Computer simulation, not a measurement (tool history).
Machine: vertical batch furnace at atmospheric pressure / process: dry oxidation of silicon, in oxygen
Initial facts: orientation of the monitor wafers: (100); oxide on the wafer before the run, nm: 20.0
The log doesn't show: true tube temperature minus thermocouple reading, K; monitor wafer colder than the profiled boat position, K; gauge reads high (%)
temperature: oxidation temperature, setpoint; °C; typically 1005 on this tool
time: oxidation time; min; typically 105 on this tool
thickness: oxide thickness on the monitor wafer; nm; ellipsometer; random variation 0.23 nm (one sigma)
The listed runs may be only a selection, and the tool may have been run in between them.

run,hour,temperature,time,wafers since the last listed run,hours since the last temperature calibration,hours since the boat lift was adjusted,hours since the gauge calibration,"read-back reference wafer on the same gauge, thickness",thickness
1,0,1011,105,0,1793.4,2480.1,168.3,88.17,85.3
2,105.2,1011,105,1581,1898.6,2585.3,273.5,88.19,85.25
3,158.9,1011,105,807,1952.3,2639,327.2,88.19,85.47
4,220.6,1005,80,927,2014,2700.7,388.9,88.18,69.14
5,295.6,1005,105,1127,2089,2775.7,463.9,88.13,81.7
6,343.3,997,105,716,2136.7,2823.4,511.6,88.14,76.93
7,381.8,1005,105,578,2175.2,2861.9,550.1,88.21,82.24
# hour 409.2: thermocouples replaced and temperature profile calibrated
8,457.8,1005,105,781,48.6,2937.9,626.1,88.22,79.27
# hour 544.3: boat lift adjusted
9,550.9,1028,141.5,1038,141.7,6.6,719.2,88.15,115.29
10,626.5,993,68,1136,217.3,82.2,794.8,88.15,56.12
# hour 651.9: gauge calibrated
11,688.7,1005,105,934,279.5,144.4,36.8,88.17,79.39
12,755,982,105,996,345.8,210.7,103.1,88.14,66.53
13,811,988,143,841,401.8,266.7,159.1,88.27,83.79
14,875.6,1005,87.5,971,466.4,331.3,223.7,88.18,71.21

5 options for the next run, each taken on its own from the tool as it stands now. Forecast them:
A,880.6,1005,105,75,471.4,336.3,228.7,?,?
B,880.6,1019,139.5,75,471.4,336.3,228.7,?,?
C,880.6,988,89,75,471.4,336.3,228.7,?,?
D,880.6,995,134,75,471.4,336.3,228.7,?,?
E,880.6,1005,126.5,75,471.4,336.3,228.7,?,?

run,"read-back reference wafer on the same gauge, thickness",thickness
A,88.27,79.98
B,88.27,107.48
C,88.27,63.1
D,88.27,85.64
E,88.27,89.83
With the hidden condition removed and each run's random variation left untouched, the same runs would have given:
run,thickness
A,79.55
B,106.92
C,62.81
D,85.2
E,89.35

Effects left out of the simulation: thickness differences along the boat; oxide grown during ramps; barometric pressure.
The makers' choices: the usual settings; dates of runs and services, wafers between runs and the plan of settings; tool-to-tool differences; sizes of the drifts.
